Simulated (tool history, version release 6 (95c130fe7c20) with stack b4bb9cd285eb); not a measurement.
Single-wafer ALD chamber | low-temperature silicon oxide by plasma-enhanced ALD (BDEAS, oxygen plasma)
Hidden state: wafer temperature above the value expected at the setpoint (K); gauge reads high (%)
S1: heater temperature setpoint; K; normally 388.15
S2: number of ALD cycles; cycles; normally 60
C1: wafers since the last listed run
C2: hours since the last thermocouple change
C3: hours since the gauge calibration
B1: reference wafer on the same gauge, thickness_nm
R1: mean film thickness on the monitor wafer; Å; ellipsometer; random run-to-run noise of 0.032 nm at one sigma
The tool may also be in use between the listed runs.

| run | hour | S1 | S2 | C1 | C2 | C3 | B1 | R1 |
|---|---|---|---|---|---|---|---|---|
| 1 | 0 | 388.15 | 60 | 0 | 1226 | 1153.7 | 10.046 | 84.38 |
| 2 | 97.2 | 388.15 | 60 | 382 | 1323.2 | 1250.9 | 10.015 | 83.26 |
| 3 | 188.1 | 391.15 | 66 | 358 | 1414.1 | 1341.8 | 10.015 | 92.25 |
| 4 | 423 | 391.15 | 66 | 925 | 1649 | 1576.7 | 9.971 | 91.39 |
| 5 | 494.2 | 391.15 | 66 | 280 | 1720.2 | 1647.9 | 9.982 | 91.85 |
| 6 | 546.7 | 388.15 | 62 | 206 | 1772.7 | 1700.4 | 9.978 | 85.88 |
| 7 | 641.4 | 388.15 | 62 | 373 | 1867.4 | 1795.1 | 9.956 | 85.91 |
|  | 724.4 | thermocouple changed; heater temperature recalibrated |
| 8 | 735 | 388.15 | 62 | 337 | 10.6 | 1888.7 | 9.965 | 86.5 |
| 9 | 840.2 | 388.15 | 60 | 414 | 115.8 | 1993.9 | 9.959 | 83.11 |
| 10 | 937.3 | 388.15 | 60 | 382 | 212.9 | 2091 | 9.951 | 83.57 |
| 11 | 1022 | 388.15 | 60 | 333 | 297.6 | 2175.7 | 9.959 | 82.97 |
| 12 | 1087.3 | 388.15 | 52 | 257 | 362.9 | 2241 | 9.952 | 72.22 |
| 13 | 1180.3 | 379.15 | 60 | 366 | 455.9 | 2334 | 9.947 | 84.63 |
| 14 | 1261 | 379.15 | 60 | 317 | 536.6 | 2414.7 | 9.951 | 84.39 |
|  | 1336.5 | gauge calibrated |
| 15 | 1361.1 | 388.15 | 60 | 394 | 636.7 | 24.6 | 10.378 | 86.96 |
| 16 | 1465 | 388.15 | 60 | 409 | 740.6 | 128.5 | 10.353 | 87.43 |
| 17 | 1546.2 | 388.15 | 60 | 319 | 821.8 | 209.7 | 10.34 | 86.64 |
| 18 | 1603.7 | 388.15 | 60 | 226 | 879.3 | 267.2 | 10.29 | 86.16 |
| 19 | 1669.1 | 388.15 | 60 | 257 | 944.7 | 332.6 | 10.295 | 86.15 |
| 20 | 1740.3 | 388.15 | 60 | 280 | 1015.9 | 403.8 | 10.249 | 85.47 |
| 21 | 1841.5 | 402.15 | 70 | 398 | 1117.1 | 505 | 10.227 | 97.68 |
| 22 | 1920.6 | 388.15 | 60 | 311 | 1196.2 | 584.1 | 10.176 | 85.53 |
| 23 | 1964.8 | 375.15 | 69 | 174 | 1240.4 | 628.3 | 10.187 | 100.1 |
| 24 | 2070.4 | 401.15 | 68 | 416 | 1346 | 733.9 | 10.171 | 94.98 |
| 25 | 2158.9 | 388.15 | 60 | 348 | 1434.5 | 822.4 | 10.159 | 84.56 |
| 26 | 2234.4 | 388.15 | 60 | 297 | 1510 | 897.9 | 10.13 | 84.49 |
| 27 | 2318.1 | 395.15 | 48 | 329 | 1593.7 | 981.6 | 10.118 | 66.62 |
| 28 | 2410.5 | 383.15 | 57 | 364 | 1686.1 | 1074 | 10.1 | 81.02 |
| 29 | 2490.4 | 374.15 | 56 | 314 | 1766 | 1153.9 | 10.113 | 80.27 |
| 30 | 2561.4 | 388.15 | 60 | 279 | 1837 | 1224.9 | 10.075 | 84.69 |
| 31 | 2597.5 | 400.15 | 65 | 142 | 1873.1 | 1261 | 10.079 | 89.58 |

Predict the results of run 32:
|  | 2671.1 | thermocouple changed; heater temperature recalibrated |
| 32 | 2684 | 388.15 | 70 | 309 | 12.9 | 1347.5 | ? | ? |

{"run 32": {"B1": 10.075, "R1": 97.78}}
Take away the tool's hidden state, keep the run-to-run variation as it was, and the same run would have given R1 100.8 Å.
